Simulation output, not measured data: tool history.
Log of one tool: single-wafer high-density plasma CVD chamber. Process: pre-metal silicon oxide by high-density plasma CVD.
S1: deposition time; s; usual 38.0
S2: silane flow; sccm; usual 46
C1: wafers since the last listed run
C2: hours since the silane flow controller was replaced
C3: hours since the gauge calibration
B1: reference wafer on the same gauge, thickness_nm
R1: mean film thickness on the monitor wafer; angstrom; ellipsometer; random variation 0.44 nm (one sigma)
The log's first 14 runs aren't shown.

Run 15, day 32.933: usual settings; C1 1159; C2 2544.6; C3 847.8; B1 143.980. Result: R1 1641.83 angstrom.
Run 16, day 34.004: usual settings; C1 689; C2 2570.3; C3 873.5; B1 144.006. Result: R1 1639.12 angstrom.
Run 17, day 36.362: usual settings; C1 1519; C2 2626.9; C3 930.1; B1 143.934. Result: R1 1646.92 angstrom.
Run 18, day 38.838: usual settings; C1 1594; C2 2686.3; C3 989.5; B1 144.012. Result: R1 1640.30 angstrom.
Run 19, day 40.783: usual settings; C1 1253; C2 2733.0; C3 1036.2; B1 144.005. Result: R1 1632.76 angstrom.
At day 41.888: silane flow controller replaced.
Run 20, day 43.642: usual settings but S1 42.1 s, S2 48 sccm; C1 1626; C2 42.1; C3 1104.8; B1 143.877. Result: R1 1950.40 angstrom.
Run 21, day 45.117: usual settings but S1 42.1 s, S2 48 sccm; C1 950; C2 77.5; C3 1140.2; B1 144.086. Result: R1 1957.88 angstrom.
Run 22, day 46.358: usual settings; C1 799; C2 107.3; C3 1170.0; B1 144.029. Result: R1 1682.65 angstrom.
Run 23, day 48.271: usual settings; C1 1232; C2 153.2; C3 1215.9; B1 143.972. Result: R1 1687.83 angstrom.
Run 24, day 50.508: usual settings but S1 41.8 s, S2 49 sccm; C1 1441; C2 206.9; C3 1269.6; B1 144.041. Result: R1 1980.74 angstrom.
Run 25, day 56.838: usual settings but S1 34.4 s, S2 42 sccm; C1 4077; C2 358.8; C3 1421.5; B1 144.084. Result: R1 1389.30 angstrom.
Run 26, day 58.346: usual settings but S1 45.1 s, S2 40 sccm; C1 971; C2 395.0; C3 1457.7; B1 143.934. Result: R1 1740.30 angstrom.
Run 27, day 60.671: usual settings but S1 31.7 s, S2 54 sccm; C1 1497; C2 450.8; C3 1513.5; B1 144.065. Result: R1 1653.40 angstrom.
Run 28, day 63.238: usual settings; C1 1653; C2 512.4; C3 1575.1; B1 143.996. Result: R1 1693.50 angstrom.

Forecast run 29:
Run 29, day 65.650: usual settings but S1 30.9 s; C1 1554; C2 570.3; C3 1633.0; B1 ?. Result: R1 ?.

Run 29 gave B1 144.021, R1 1366.93 angstrom.
Without the tool's hidden state the same run would have given R1 1369.54 angstrom.
